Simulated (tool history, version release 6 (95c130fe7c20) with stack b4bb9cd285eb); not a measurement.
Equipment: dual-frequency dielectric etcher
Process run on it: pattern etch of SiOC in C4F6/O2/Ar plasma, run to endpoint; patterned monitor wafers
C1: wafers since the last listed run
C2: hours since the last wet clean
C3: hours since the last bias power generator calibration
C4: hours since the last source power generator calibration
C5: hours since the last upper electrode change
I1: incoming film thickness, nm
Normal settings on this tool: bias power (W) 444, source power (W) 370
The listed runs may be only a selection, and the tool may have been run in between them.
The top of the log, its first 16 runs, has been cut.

-- hour=1347.3 wet clean of the chamber
-- hour=1469.6 source power generator calibrated
run 17 hour=1470.9 | bias_power_(W)=548 source_power_(W)=370 | C1=4093 C2=123.6 C3=2239 C4=1.3 C5=1782.3 | I1=39.38 | endpoint_time_(s)=12.8
run 18 hour=1554.9 | bias_power_(W)=400 source_power_(W)=420 | C1=1256 C2=207.6 C3=2323 C4=85.3 C5=1866.3 | I1=39.29 | endpoint_time_(s)=15
run 19 hour=1643.3 | bias_power_(W)=410 source_power_(W)=400 | C1=1322 C2=296 C3=2411.4 C4=173.7 C5=1954.7 | I1=39.02 | endpoint_time_(s)=14.7
run 20 hour=1692.1 | bias_power_(W)=487 source_power_(W)=450 | C1=729 C2=344.8 C3=2460.2 C4=222.5 C5=2003.5 | I1=38.83 | endpoint_time_(s)=12.8
run 21 hour=1764.9 | bias_power_(W)=366 source_power_(W)=280 | C1=1088 C2=417.6 C3=2533 C4=295.3 C5=2076.3 | I1=39.24 | endpoint_time_(s)=16.8
run 22 hour=1812.8 | bias_power_(W)=403 source_power_(W)=450 | C1=716 C2=465.5 C3=2580.9 C4=343.2 C5=2124.2 | I1=39.31 | endpoint_time_(s)=14.4
run 23 hour=1914.1 | bias_power_(W)=542 source_power_(W)=300 | C1=1515 C2=566.8 C3=2682.2 C4=444.5 C5=2225.5 | I1=39.01 | endpoint_time_(s)=13.1
run 24 hour=1955.1 | bias_power_(W)=444 source_power_(W)=370 | C1=613 C2=607.8 C3=2723.2 C4=485.5 C5=2266.5 | I1=38.5 | endpoint_time_(s)=13.4
run 25 hour=2037.4 | bias_power_(W)=370 source_power_(W)=460 | C1=1231 C2=690.1 C3=2805.5 C4=567.8 C5=2348.8 | I1=39.32 | endpoint_time_(s)=14.5
-- hour=2078.1 wet clean of the chamber
run 26 hour=2107.6 | bias_power_(W)=444 source_power_(W)=370 | C1=691 C2=29.5 C3=2875.7 C4=638 C5=2419 | I1=39.16 | endpoint_time_(s)=14.2
-- hour=2159.8 bias power generator calibrated
run 27 hour=2175.3 | bias_power_(W)=350 source_power_(W)=430 | C1=952 C2=97.2 C3=15.5 C4=705.7 C5=2486.7 | I1=39.51 | endpoint_time_(s)=15.7
-- hour=2317.2 upper electrode replaced
run 28 hour=2404.7 | bias_power_(W)=531 source_power_(W)=410 | C1=3072 C2=326.6 C3=244.9 C4=935.1 C5=87.5 | I1=39.38 | endpoint_time_(s)=12.6
run 29 hour=2490.3 | bias_power_(W)=542 source_power_(W)=370 | C1=1280 C2=412.2 C3=330.5 C4=1020.7 C5=173.1 | I1=38.85 | endpoint_time_(s)=12.6
run 30 hour=2549.2 | bias_power_(W)=444 source_power_(W)=330 | C1=881 C2=471.1 C3=389.4 C4=1079.6 C5=232 | I1=38.97 | endpoint_time_(s)=14.1
run 31 hour=2589.4 | bias_power_(W)=480 source_power_(W)=330 | C1=601 C2=511.3 C3=429.6 C4=1119.8 C5=272.2 | I1=38.24 | endpoint_time_(s)=13.3
run 32 hour=2670.3 | bias_power_(W)=373 source_power_(W)=320 | C1=1210 C2=592.2 C3=510.5 C4=1200.7 C5=353.1 | I1=39.31 | endpoint_time_(s)=15.9
-- hour=2766.6 wet clean of the chamber
run 33 hour=2769.3 | bias_power_(W)=444 source_power_(W)=370 | C1=1121 C2=2.7 C3=609.5 C4=1299.7 C5=452.1 | I1=39.1 | endpoint_time_(s)=14.6
run 34 hour=3008.7 | bias_power_(W)=342 source_power_(W)=370 | C1=3580 C2=242.1 C3=848.9 C4=1539.1 C5=691.5 | I1=39.23 | endpoint_time_(s)=16.5
run 35 hour=3078.2 | bias_power_(W)=342 source_power_(W)=370 | C1=1039 C2=311.6 C3=918.4 C4=1608.6 C5=761 | I1=39.42 | endpoint_time_(s)=16.7
run 36 hour=3130.4 | bias_power_(W)=444 source_power_(W)=370 | C1=780 C2=363.8 C3=970.6 C4=1660.8 C5=813.2 | I1=39.2 | endpoint_time_(s)=14.2

Here are 3 independent what-if runs from the current tool condition. What would each one return?
run A hour=3130.8 | bias_power_(W)=444 source_power_(W)=320 | C1=5 C2=364.2 C3=971 C4=1661.2 C5=813.6 | I1=38.84 | endpoint_time_(s)=?
run B hour=3130.8 | bias_power_(W)=376 source_power_(W)=340 | C1=5 C2=364.2 C3=971 C4=1661.2 C5=813.6 | I1=38.84 | endpoint_time_(s)=?
run C hour=3130.8 | bias_power_(W)=499 source_power_(W)=420 | C1=5 C2=364.2 C3=971 C4=1661.2 C5=813.6 | I1=38.84 | endpoint_time_(s)=?

run=A endpoint_time_(s)=14.4
run=B endpoint_time_(s)=15.6
run=C endpoint_time_(s)=12.8
Without the tool's hidden state the same runs would have given:
run=A endpoint_time_(s)=14.7
run=B endpoint_time_(s)=15.9
run=C endpoint_time_(s)=13

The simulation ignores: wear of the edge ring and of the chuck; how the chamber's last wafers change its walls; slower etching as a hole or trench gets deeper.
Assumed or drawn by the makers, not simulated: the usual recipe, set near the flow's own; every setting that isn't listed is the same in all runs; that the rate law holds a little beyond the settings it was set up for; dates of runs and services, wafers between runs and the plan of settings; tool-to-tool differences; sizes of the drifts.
